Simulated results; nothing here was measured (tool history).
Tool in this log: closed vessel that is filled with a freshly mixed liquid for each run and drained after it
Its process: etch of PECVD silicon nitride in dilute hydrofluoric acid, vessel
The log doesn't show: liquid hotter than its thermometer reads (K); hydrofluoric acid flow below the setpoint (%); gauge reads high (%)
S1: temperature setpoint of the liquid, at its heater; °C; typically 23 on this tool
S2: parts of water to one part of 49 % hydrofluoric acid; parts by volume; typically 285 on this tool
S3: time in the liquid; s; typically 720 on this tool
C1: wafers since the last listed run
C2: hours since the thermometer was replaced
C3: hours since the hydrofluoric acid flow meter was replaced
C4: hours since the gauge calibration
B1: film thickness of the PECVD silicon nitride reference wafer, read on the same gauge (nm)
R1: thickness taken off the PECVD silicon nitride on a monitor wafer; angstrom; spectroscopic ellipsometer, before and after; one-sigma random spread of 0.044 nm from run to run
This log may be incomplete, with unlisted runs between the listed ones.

{"run": 1, "hour": 0.0, "S1": 23, "S2": 230, "S3": 720, "C1": 0, "C2": 1151.7, "C3": 162.7, "C4": 565.3, "B1": 70.032, "R1": 65.86}
{"run": 2, "hour": 80.1, "S1": 23, "S2": 370, "S3": 720, "C1": 6210, "C2": 1231.8, "C3": 242.8, "C4": 645.4, "B1": 69.988, "R1": 41.12}
{"run": 3, "hour": 182.9, "S1": 23, "S2": 285, "S3": 720, "C1": 7970, "C2": 1334.6, "C3": 345.6, "C4": 748.2, "B1": 70.013, "R1": 54.6}
{"run": 4, "hour": 225.4, "S1": 23, "S2": 285, "S3": 720, "C1": 3295, "C2": 1377.1, "C3": 388.1, "C4": 790.7, "B1": 70, "R1": 54.44}
{"run": 5, "hour": 293.2, "S1": 23, "S2": 285, "S3": 720, "C1": 5256, "C2": 1444.9, "C3": 455.9, "C4": 858.5, "B1": 69.988, "R1": 55.07}
{"hour": 294.6, "done": "gauge calibrated"}
{"run": 6, "hour": 374.7, "S1": 23, "S2": 285, "S3": 720, "C1": 6318, "C2": 1526.4, "C3": 537.4, "C4": 80.1, "B1": 70.002, "R1": 55.5}
{"run": 7, "hour": 447.8, "S1": 23, "S2": 285, "S3": 720, "C1": 5667, "C2": 1599.5, "C3": 610.5, "C4": 153.2, "B1": 70.018, "R1": 55.48}
{"run": 8, "hour": 499.4, "S1": 19, "S2": 225, "S3": 505, "C1": 4000, "C2": 1651.1, "C3": 662.1, "C4": 204.8, "B1": 70.023, "R1": 37.89}
{"run": 9, "hour": 555.5, "S1": 19, "S2": 225, "S3": 505, "C1": 4349, "C2": 1707.2, "C3": 718.2, "C4": 260.9, "B1": 70.015, "R1": 38.7}
{"hour": 600.4, "done": "thermometer replaced"}
{"run": 10, "hour": 621.8, "S1": 23, "S2": 370, "S3": 295, "C1": 5062, "C2": 21.4, "C3": 784.5, "C4": 327.2, "B1": 70.033, "R1": 15.92}
{"run": 11, "hour": 691.4, "S1": 23, "S2": 285, "S3": 720, "C1": 5396, "C2": 91, "C3": 854.1, "C4": 396.8, "B1": 69.98, "R1": 50.02}
{"hour": 739.8, "done": "hydrofluoric acid flow meter replaced"}
{"run": 12, "hour": 759.4, "S1": 21.5, "S2": 395, "S3": 1105, "C1": 5194, "C2": 159, "C3": 19.6, "C4": 464.8, "B1": 69.974, "R1": 51.37}
{"run": 13, "hour": 816.3, "S1": 20.5, "S2": 285, "S3": 720, "C1": 4411, "C2": 215.9, "C3": 76.5, "C4": 521.7, "B1": 70.003, "R1": 43.43}
{"run": 14, "hour": 952.8, "S1": 23, "S2": 195, "S3": 720, "C1": 10583, "C2": 352.4, "C3": 213, "C4": 658.2, "B1": 70.01, "R1": 74.1}

Had the tool no unlogged condition, and each run kept its random variation, what would the results have been?
run=1 R1=60.25
run=2 R1=37.54
run=3 R1=49.33
run=4 R1=49.04
run=5 R1=49.37
run=6 R1=49.45
run=7 R1=49.16
run=8 R1=33.18
run=9 R1=33.74
run=10 R1=15.63
run=11 R1=48.85
run=12 R1=49.92
run=13 R1=41.97
run=14 R1=70.87

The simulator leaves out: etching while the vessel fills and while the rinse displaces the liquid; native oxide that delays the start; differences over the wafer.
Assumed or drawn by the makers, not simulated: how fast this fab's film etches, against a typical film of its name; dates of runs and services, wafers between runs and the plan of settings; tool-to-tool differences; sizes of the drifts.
